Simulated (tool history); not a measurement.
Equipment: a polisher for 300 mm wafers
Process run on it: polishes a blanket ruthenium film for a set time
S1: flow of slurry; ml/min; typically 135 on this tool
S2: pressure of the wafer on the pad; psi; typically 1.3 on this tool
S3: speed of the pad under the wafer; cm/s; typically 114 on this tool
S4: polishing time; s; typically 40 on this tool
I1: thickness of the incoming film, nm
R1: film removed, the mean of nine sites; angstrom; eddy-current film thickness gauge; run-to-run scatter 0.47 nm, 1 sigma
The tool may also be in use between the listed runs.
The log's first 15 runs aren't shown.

run    hour   S1   S2   S3  S4     I1   R1
 16  1160.1  160  1.3  114  54  408.2  417
 17  1224.0  135  1.3   78  40  416.7  206
     1296.0  -- slurry nozzle cleaned
     1355.8  -- worn pad replaced by a new one
 18  1521.0  100  1.3  134  36  414.7  316
 19  1603.2  135  1.3  114  40  412.5  318
 20  1654.8  135  1.6  114  35  405.3  301
     1656.9  -- head pressure recalibrated
 21  1702.0  135  1.3   78  44  406.3  230
 22  1763.9  135  1.0  128  40  408.6  303
 23  1839.4  135  1.8  114  29  406.5  265
 24  1895.9  135  1.3  114  40  413.7  302
 25  1949.0  160  0.9  114  40  404.0  252
     2000.9  -- slurry nozzle cleaned
     2042.6  -- worn pad replaced by a new one
 26  2049.8  135  1.6  114  35  411.8  330
 27  2106.5   95  1.7  150  40  408.6  472
 28  2157.1  135  1.3  114  40  411.2  326
 29  2213.0  135  1.5   78  48  414.4  275
     2273.7  -- head pressure recalibrated
 30  2280.1  135  1.3  114  40  417.5  311
 31  2323.8  105  1.3  114  26  408.5  184
 32  2404.7  135  0.9   92  27  412.4  132
 33  2506.3   95  1.3  114  32  408.7  220
 34  2576.7  135  1.8  124  49  407.2  502
 35  2680.6  135  1.2  114  31  413.9  220
     2719.8  -- worn pad replaced by a new one
 36  2735.1  105  1.0   96  52  411.2  307
     2803.3  -- slurry nozzle cleaned
 37  2803.9  135  1.8  124  49  410.5  550

Consider 4 possible next runs. They are alternatives, not a sequence: every one starts from the tool as it was left by run 37. What does each give?
  A  2804.3  135  1.3  114  40  417.4   ?
  B  2804.3  175  1.3  114  40  417.4   ?
  C  2804.3  135  1.6  114  44  417.4   ?
  D  2804.3  160  1.3  114  40  417.4   ?

run   R1
  A  333
  B  348
  C  417
  D  343
Stripped of hidden state, with their random variation kept, the same runs would have yielded:
run   R1
  A  348
  B  363
  C  436
  D  358
